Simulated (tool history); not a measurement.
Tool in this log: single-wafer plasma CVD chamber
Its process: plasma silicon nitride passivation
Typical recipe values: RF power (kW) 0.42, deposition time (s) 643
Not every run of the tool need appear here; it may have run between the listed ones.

| run | hour | RF power (kW) | deposition time (s) | wafers since the last listed run | hours since the last RF generator calibration | hours since the showerhead was replaced | hours since the gauge calibration | read-back reference wafer on the same gauge, thickness_nm | mean film thickness on the monitor wafer (nm) |
|---|---|---|---|---|---|---|---|---|---|
| 1 | 0 | 0.42 | 643 | 0 | 682.6 | 6298.8 | 541.4 | 895.29 | 874.943 |
| 2 | 12 | 0.42 | 643 | 32 | 694.6 | 6310.8 | 553.4 | 893.96 | 879.858 |
| 3 | 21.9 | 0.42 | 643 | 26 | 704.5 | 6320.7 | 563.3 | 895.609 | 873.924 |
| 4 | 32.8 | 0.44 | 643 | 29 | 715.4 | 6331.6 | 574.2 | 895.065 | 893.341 |
| 5 | 50.3 | 0.44 | 643 | 47 | 732.9 | 6349.1 | 591.7 | 893.861 | 896.111 |
| 6 | 60.4 | 0.44 | 643 | 27 | 743 | 6359.2 | 601.8 | 895.698 | 893.022 |
| 7 | 102.9 | 0.42 | 643 | 114 | 785.5 | 6401.7 | 644.3 | 894.259 | 878.982 |
| 8 | 115.5 | 0.42 | 643 | 33 | 798.1 | 6414.3 | 656.9 | 894.986 | 875.05 |
| 9 | 133.3 | 0.42 | 643 | 47 | 815.9 | 6432.1 | 674.7 | 894.546 | 880.429 |
| 10 | 142.6 | 0.42 | 643 | 25 | 825.2 | 6441.4 | 684 | 894.573 | 871.118 |
| 11 | 160.5 | 0.42 | 643 | 48 | 843.1 | 6459.3 | 701.9 | 894.681 | 881.198 |
| 12 | 177.5 | 0.45 | 577 | 45 | 860.1 | 6476.3 | 718.9 | 894.818 | 810.627 |
| 13 | 187.2 | 0.45 | 577 | 26 | 869.8 | 6486 | 728.6 | 895.341 | 808.36 |
| 14 | 195.4 | 0.45 | 577 | 22 | 878 | 6494.2 | 736.8 | 894.691 | 808.507 |
|  | 210.1 | gauge calibrated |
| 15 | 225.8 | 0.385 | 643 | 81 | 908.4 | 6524.6 | 15.7 | 894.719 | 849.193 |
| 16 | 235.9 | 0.385 | 643 | 27 | 918.5 | 6534.7 | 25.8 | 895.175 | 846.024 |
| 17 | 247.3 | 0.385 | 643 | 30 | 929.9 | 6546.1 | 37.2 | 895.199 | 846.125 |
| 18 | 261.9 | 0.42 | 643 | 39 | 944.5 | 6560.7 | 51.8 | 894.685 | 878.163 |
|  | 272.5 | RF generator calibrated |
| 19 | 273 | 0.42 | 643 | 8 | 0.5 | 6571.8 | 62.9 | 894.224 | 860.398 |
| 20 | 280 | 0.42 | 643 | 18 | 7.5 | 6578.8 | 69.9 | 895.696 | 860.349 |
| 21 | 295.7 | 0.48 | 764 | 42 | 23.2 | 6594.5 | 85.6 | 895.762 | 1072.317 |
| 22 | 305.4 | 0.445 | 695 | 26 | 32.9 | 6604.2 | 95.3 | 893.643 | 946.688 |
| 23 | 318 | 0.47 | 693 | 33 | 45.5 | 6616.8 | 107.9 | 895.6 | 966.058 |
| 24 | 334.2 | 0.495 | 560 | 43 | 61.7 | 6633 | 124.1 | 894.949 | 794.858 |
| 25 | 342.6 | 0.395 | 609 | 22 | 70.1 | 6641.4 | 132.5 | 894.844 | 790.062 |
|  | 360 | RF generator calibrated, repeated, since the last time left the tool worse |
|  | 360.6 | showerhead replaced |
| 26 | 361.1 | 0.42 | 643 | 26 | 1.1 | 0.5 | 151 | 894.912 | 887.2 |
| 27 | 377.8 | 0.445 | 695 | 44 | 17.8 | 17.2 | 167.7 | 895.855 | 985.401 |
| 28 | 395.1 | 0.395 | 535 | 46 | 35.1 | 34.5 | 185 | 894.416 | 721.09 |
| 29 | 403.7 | 0.36 | 740 | 23 | 43.7 | 43.1 | 193.6 | 894.303 | 951.823 |
| 30 | 415.3 | 0.4 | 722 | 31 | 55.3 | 54.7 | 205.2 | 895.216 | 975.38 |
| 31 | 424.9 | 0.42 | 643 | 25 | 64.9 | 64.3 | 214.8 | 895.171 | 886.007 |
| 32 | 436.3 | 0.48 | 745 | 30 | 76.3 | 75.7 | 226.2 | 895.232 | 1089.105 |
| 33 | 442.5 | 0.42 | 576 | 16 | 82.5 | 81.9 | 232.4 | 894.991 | 791.733 |
| 34 | 460.3 | 0.44 | 643 | 47 | 100.3 | 99.7 | 250.2 | 895.027 | 905.746 |
| 35 | 467.4 | 0.395 | 643 | 19 | 107.4 | 106.8 | 257.3 | 894.786 | 861.571 |
| 36 | 483.3 | 0.42 | 717 | 42 | 123.3 | 122.7 | 273.2 | 895.597 | 992.812 |
| 37 | 493.2 | 0.49 | 590 | 26 | 133.2 | 132.6 | 283.1 | 894.921 | 855.753 |
| 38 | 506 | 0.35 | 643 | 34 | 146 | 145.4 | 295.9 | 894.534 | 818.631 |
| 39 | 518.8 | 0.42 | 643 | 34 | 158.8 | 158.2 | 308.7 | 895.628 | 880.69 |
| 40 | 525.1 | 0.34 | 546 | 16 | 165.1 | 164.5 | 315 | 895.522 | 687.331 |
| 41 | 532.9 | 0.42 | 643 | 20 | 172.9 | 172.3 | 322.8 | 895.662 | 879.714 |
| 42 | 542 | 0.42 | 570 | 24 | 182 | 181.4 | 331.9 | 895.079 | 781.734 |
| 43 | 552.9 | 0.355 | 696 | 29 | 192.9 | 192.3 | 342.8 | 894.147 | 886.101 |
| 44 | 569.7 | 0.42 | 740 | 45 | 209.7 | 209.1 | 359.6 | 895.424 | 1020.305 |
| 45 | 584 | 0.42 | 709 | 38 | 224 | 223.4 | 373.9 | 894.524 | 969.648 |

Here are 3 independent what-if runs from the current tool condition. What would each one return?
| A | 584.6 | 0.355 | 643 | 1 | 224.6 | 224 | 374.5 | ? | ? |
| B | 584.6 | 0.355 | 688 | 1 | 224.6 | 224 | 374.5 | ? | ? |
| C | 584.6 | 0.42 | 574 | 1 | 224.6 | 224 | 374.5 | ? | ? |

| run | read-back reference wafer on the same gauge, thickness_nm | mean film thickness on the monitor wafer (nm) |
|---|---|---|
| A | 895.337 | 823.71 |
| B | 895.337 | 881.357 |
| C | 895.337 | 789.785 |
Without the tool's hidden state the same runs would have given:
| run | mean film thickness on the monitor wafer (nm) |
|---|---|
| A | 837.224 |
| B | 895.816 |
| C | 802.742 |
